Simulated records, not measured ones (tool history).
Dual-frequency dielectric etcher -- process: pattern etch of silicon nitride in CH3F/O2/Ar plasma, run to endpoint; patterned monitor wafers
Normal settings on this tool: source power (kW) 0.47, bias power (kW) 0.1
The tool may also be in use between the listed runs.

run    hour  source power (kW)  bias power (kW)  incoming incoming film thickness, nm  endpoint time (s)
  1       0               0.47            0.107                                  50.9               63.8
  2    54.6               0.47            0.107                                  50.4                 63
  3   111.7               0.47            0.107                                  50.8               62.5
  4   148.7               0.47              0.1                                  50.5               64.1
  5   243.6               0.47              0.1                                  50.6               63.2
      329.9  -- wet clean of the chamber
  6   342.1               0.47              0.1                                  51.1               65.9
  7   425.6               0.53            0.093                                  50.7               63.8
  8   499.8               0.53            0.093                                  50.8               63.8
  9   560.7               0.53            0.093                                  50.5               63.3
 10   648.7               0.47              0.1                                  51.1               65.5
 11   693.2               0.47              0.1                                  50.7               64.2
      774.7  -- upper electrode replaced
 12   777.5               0.47              0.1                                    51               64.7
 13   852.1               0.47              0.1                                    51               63.8
 14   894.5               0.47              0.1                                  50.9               63.3
     1035.6  -- wet clean of the chamber
 15  1098.3               0.58            0.115                                  50.5                 58
 16  1162.8               0.36            0.076                                  50.4               79.1
 17  1223.9               0.51            0.078                                  50.1               66.6
 18  1297.6               0.38            0.091                                    50               72.3
 19  1374.4               0.36            0.116                                  50.4               69.4
     1532.4  -- bias power generator calibrated
     1558.4  -- source power generator calibrated
 20  1638.8               0.51            0.076                                  50.2               65.2
 21  1720.6               0.54            0.078                                  50.5               64.2
     1745.5  -- wet clean of the chamber
 22    1804               0.47              0.1                                  50.4               65.3
 23  1867.6               0.47              0.1                                  50.3                 65
 24  1973.5               0.39            0.076                                  50.1               75.4
 25  2041.5               0.47              0.1                                  50.5               64.7
 26  2118.9               0.59            0.112                                  50.4               55.4
 27  2183.7               0.47              0.1                                  50.6               63.1
 28  2270.1               0.47              0.1                                  50.4               62.9

Predict each of these 4 candidate next runs independently; none follows another, all start after run 28:
  A  2270.5               0.47            0.124                                    51                  ?
  B  2270.5               0.58            0.088                                    51                  ?
  C  2270.5               0.52            0.089                                    51                  ?
  D  2270.5               0.57              0.1                                    51                  ?

run  endpoint time (s)
  A               59.2
  B               59.8
  C               62.4
  D               58.1
Had the tool no hidden state, the same runs would have come out as:
run  endpoint time (s)
  A               62.3
  B               62.9
  C               65.7
  D               61.1

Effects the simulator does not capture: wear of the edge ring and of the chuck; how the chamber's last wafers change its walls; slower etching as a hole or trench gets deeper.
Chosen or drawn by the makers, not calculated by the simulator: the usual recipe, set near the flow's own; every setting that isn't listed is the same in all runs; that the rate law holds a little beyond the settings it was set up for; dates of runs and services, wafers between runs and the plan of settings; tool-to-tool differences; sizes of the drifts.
